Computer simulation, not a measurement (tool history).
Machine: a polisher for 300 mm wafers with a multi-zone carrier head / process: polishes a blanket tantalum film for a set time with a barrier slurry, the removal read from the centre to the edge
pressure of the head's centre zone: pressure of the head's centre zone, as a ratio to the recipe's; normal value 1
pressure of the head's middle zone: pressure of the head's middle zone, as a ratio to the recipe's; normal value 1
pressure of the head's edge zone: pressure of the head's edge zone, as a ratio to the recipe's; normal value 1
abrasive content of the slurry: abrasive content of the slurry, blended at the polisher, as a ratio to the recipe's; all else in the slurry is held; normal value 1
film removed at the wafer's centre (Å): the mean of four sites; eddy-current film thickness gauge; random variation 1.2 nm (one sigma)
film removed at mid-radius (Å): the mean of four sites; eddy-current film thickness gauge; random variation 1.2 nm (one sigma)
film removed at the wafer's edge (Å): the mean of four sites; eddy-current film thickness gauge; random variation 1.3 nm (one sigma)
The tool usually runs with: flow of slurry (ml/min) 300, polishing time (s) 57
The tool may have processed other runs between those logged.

run   hour  flow of slurry (ml/min)  pressure of the head's centre zone  pressure of the head's middle zone  pressure of the head's edge zone  abrasive content of the slurry  polishing time (s)  wafers since the last listed run  wafers polished on this pad  hours since the slurry nozzle was cleaned  hours since the centre zone pressure was calibrated  hours since the edge zone pressure was calibrated  hours since the carrier head's membrane was replaced  incoming thickness of the incoming film, nm  film removed at the wafer's centre (Å)  film removed at mid-radius (Å)  film removed at the wafer's edge (Å)
  1      0                      330                                   1                                   1                                 1                               1                  57                                 0                          355                                      120.4                                               1041.6                                              479.4                                                1178.6                                        218.9                                     918                             925                                   926
  2   37.5                      330                                   1                                   1                                 1                               1                  57                               313                          668                                      157.9                                               1079.1                                              516.9                                                1216.1                                        220.7                                     950                             946                                   913
     100.5  -- worn pad replaced by a new one
  3    101                      300                                   1                                   1                                 1                            0.85                  57                               497                            3                                      221.4                                               1142.6                                              580.4                                                1279.6                                        219.4                                     852                             875                                   862
  4  132.3                      300                                   1                                1.06                                 1                             1.1                  57                               261                          265                                      252.7                                               1173.9                                              611.7                                                1310.9                                        219.6                                     935                             964                                   896
  5  167.8                      300                                   1                                1.06                                 1                             1.1                  57                               296                          561                                      288.2                                               1209.4                                              647.2                                                1346.4                                        221.6                                     945                             992                                   910
  6  198.1                      300                                   1                                   1                                 1                             1.1                  57                               253                          814                                      318.5                                               1239.7                                              677.5                                                1376.7                                        220.4                                     928                             944                                   940
  7  223.5                      300                                   1                                   1                                 1                             1.1                  57                               212                         1027                                      343.9                                               1265.1                                              702.9                                                1402.1                                        219.6                                     928                             923                                   894
     251.4  -- worn pad replaced by a new one
  8  251.9                      300                                   1                                   1                                 1                               1                  57                               203                            4                                      372.3                                               1293.5                                              731.3                                                1430.5                                        220.9                                     899                             903                                   893
  9  318.9                      235                                   1                                   1                                 1                               1                  57                               559                          564                                      439.3                                               1360.5                                              798.3                                                1497.5                                        220.7                                     859                             864                                   889
     336.3  -- slurry nozzle cleaned
     344.7  -- centre zone pressure recalibrated
 10  345.2                      300                                   1                                   1                                 1                               1                  57                               194                          758                                        8.9                                                  0.5                                              824.6                                                1523.8                                        222.4                                     867                             842                                   875
 11  381.7                      300                                   1                                   1                                 1                               1                  57                               304                         1063                                       45.4                                                   37                                              861.1                                                1560.3                                        220.3                                     865                             842                                   834
 12  406.3                      260                                   1                                   1                              1.04                               1                  37                               205                         1269                                         70                                                 61.6                                              885.7                                                1584.9                                        222.5                                     518                             521                                   538
     433.3  -- worn pad replaced by a new one
     441.6  -- slurry nozzle cleaned, repeated, since the last time left the tool worse
 13  467.6                      300                                   1                                 0.9                                 1                               1                  74                               470                          278                                         26                                                122.9                                                947                                                1646.2                                          217                                    1225                            1116                                  1178
     505.6  -- edge zone pressure recalibrated
 14  550.3                      300                                 0.9                                   1                                 1                               1                  57                               674                          952                                      108.7                                                205.6                                               44.7                                                1728.9                                        218.9                                     835                             899                                   925
     557.1  -- carrier head's membrane replaced by a new one
     610.4  -- worn pad replaced by a new one
 15  614.1                      300                                   1                                   1                                 1                               1                  57                               457                           30                                      172.5                                                269.4                                              108.5                                                    57                                        223.1                                     922                             891                                   924
 16  673.1                      250                                1.06                                1.04                              1.08                               1                  57                               492                          523                                      231.5                                                328.4                                              167.5                                                   116                                        219.1                                     936                             885                                   905
 17  752.2                      300                                   1                                   1                                 1                             1.2                  57                               660                         1184                                      310.6                                                407.5                                              246.6                                                 195.1                                        218.8                                     945                             931                                   935
     759.4  -- worn pad replaced by a new one
 18  796.4                      300                                   1                                   1                              1.12                               1                  57                               335                          309                                      354.8                                                451.7                                              290.8                                                 239.3                                        220.8                                     925                             908                                   930

Consider 3 possible next runs. They are alternatives, not a sequence: every one starts from the tool as it was left by run 18. What does each give?
  A  796.8                      300                                   1                                   1                                 1                               1                  57                                 3                          312                                      355.2                                                452.1                                              291.2                                                 239.7                                        221.1                                       ?                               ?                                     ?
  B  796.8                      300                                   1                                   1                              1.09                               1                  57                                 3                          312                                      355.2                                                452.1                                              291.2                                                 239.7                                        221.1                                       ?                               ?                                     ?
  C  796.8                      300                                0.93                                   1                              1.11                               1                  57                                 3                          312                                      355.2                                                452.1                                              291.2                                                 239.7                                        221.1                                       ?                               ?                                     ?

run  film removed at the wafer's centre (Å)  film removed at mid-radius (Å)  film removed at the wafer's edge (Å)
  A                                     910                             900                                   887
  B                                     910                             900                                   925
  C                                     846                             900                                   934
With no hidden state in the tool, these same runs would have given:
run  film removed at the wafer's centre (Å)  film removed at mid-radius (Å)  film removed at the wafer's edge (Å)
  A                                     940                             926                                   906
  B                                     940                             926                                   946
  C                                     874                             927                                   955

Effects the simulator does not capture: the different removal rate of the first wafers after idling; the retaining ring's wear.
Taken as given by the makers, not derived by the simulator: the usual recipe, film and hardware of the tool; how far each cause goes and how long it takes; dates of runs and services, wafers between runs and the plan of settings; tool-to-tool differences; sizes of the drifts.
